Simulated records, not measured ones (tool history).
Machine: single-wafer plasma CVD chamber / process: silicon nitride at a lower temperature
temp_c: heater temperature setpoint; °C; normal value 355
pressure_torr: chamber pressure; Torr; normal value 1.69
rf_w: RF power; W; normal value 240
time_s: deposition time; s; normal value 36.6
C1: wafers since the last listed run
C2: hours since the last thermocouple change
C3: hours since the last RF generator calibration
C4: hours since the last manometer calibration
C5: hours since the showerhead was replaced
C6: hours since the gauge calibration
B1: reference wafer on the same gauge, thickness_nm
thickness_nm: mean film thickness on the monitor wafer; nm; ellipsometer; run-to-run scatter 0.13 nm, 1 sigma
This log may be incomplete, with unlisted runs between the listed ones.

Run 1, day 0.000: usual settings; C1 0; C2 1051.9; C3 2213.1; C4 5.6; C5 78.3; C6 722.8; B1 38.952. Result: thickness_nm 35.974 nm.
Run 2, day 1.388: usual settings; C1 821; C2 1085.2; C3 2246.4; C4 38.9; C5 111.6; C6 756.1; B1 39.044. Result: thickness_nm 36.160 nm.
Run 3, day 2.262: usual settings; C1 518; C2 1106.2; C3 2267.4; C4 59.9; C5 132.6; C6 777.1; B1 39.007. Result: thickness_nm 35.888 nm.
Run 4, day 3.500: usual settings; C1 732; C2 1135.9; C3 2297.1; C4 89.6; C5 162.3; C6 806.8; B1 39.000. Result: thickness_nm 35.733 nm.
Run 5, day 4.717: usual settings; C1 720; C2 1165.1; C3 2326.3; C4 118.8; C5 191.5; C6 836.0; B1 38.999. Result: thickness_nm 35.800 nm.
Run 6, day 5.642: usual settings but temp_c 341 °C, rf_w 205 W, time_s 42.1 s; C1 547; C2 1187.3; C3 2348.5; C4 141.0; C5 213.7; C6 858.2; B1 39.022. Result: thickness_nm 38.232 nm.
Run 7, day 6.379: usual settings but pressure_torr 1.88 Torr, time_s 29.8 s; C1 436; C2 1205.0; C3 2366.2; C4 158.7; C5 231.4; C6 875.9; B1 39.012. Result: thickness_nm 29.775 nm.
At day 6.900: thermocouple changed; heater temperature recalibrated.
At day 7.000: RF generator calibrated.
Run 8, day 7.142: usual settings but rf_w 255 W, time_s 43.8 s; C1 194; C2 5.8; C3 3.4; C4 177.0; C5 249.7; C6 894.2; B1 38.989. Result: thickness_nm 44.219 nm.
Run 9, day 8.446: usual settings but temp_c 343 °C, pressure_torr 1.36 Torr, rf_w 270 W, time_s 43.6 s; C1 772; C2 37.1; C3 34.7; C4 208.3; C5 281.0; C6 925.5; B1 39.021. Result: thickness_nm 42.810 nm.
At day 8.554: gauge calibrated.
Run 10, day 9.650: usual settings but time_s 31.5 s; C1 713; C2 66.0; C3 63.6; C4 237.2; C5 309.9; C6 26.3; B1 38.966. Result: thickness_nm 30.683 nm.
Run 11, day 11.004: usual settings but temp_c 367 °C; C1 802; C2 98.5; C3 96.1; C4 269.7; C5 342.4; C6 58.8; B1 38.986. Result: thickness_nm 35.406 nm.
Run 12, day 12.275: usual settings but rf_w 275 W; C1 752; C2 129.0; C3 126.6; C4 300.2; C5 372.9; C6 89.3; B1 39.006. Result: thickness_nm 38.046 nm.
Run 13, day 13.250: usual settings but time_s 32.9 s; C1 577; C2 152.4; C3 150.0; C4 323.6; C5 396.3; C6 112.7; B1 38.976. Result: thickness_nm 31.961 nm.
Run 14, day 13.967: usual settings but temp_c 368 °C; C1 424; C2 169.6; C3 167.2; C4 340.8; C5 413.5; C6 129.9; B1 39.027. Result: thickness_nm 35.420 nm.

Estimate the outcome of run 15 from the log above:
Run 15, day 15.129: usual settings but temp_c 363 °C, pressure_torr 1.49 Torr, rf_w 195 W, time_s 29.6 s; C1 688; C2 197.5; C3 195.1; C4 368.7; C5 441.4; C6 157.8; B1 ?. Result: thickness_nm ?.

B1: 39.006
thickness_nm: 25.023 nm
With no hidden state in the tool, this same run would have given thickness_nm 25.456 nm.

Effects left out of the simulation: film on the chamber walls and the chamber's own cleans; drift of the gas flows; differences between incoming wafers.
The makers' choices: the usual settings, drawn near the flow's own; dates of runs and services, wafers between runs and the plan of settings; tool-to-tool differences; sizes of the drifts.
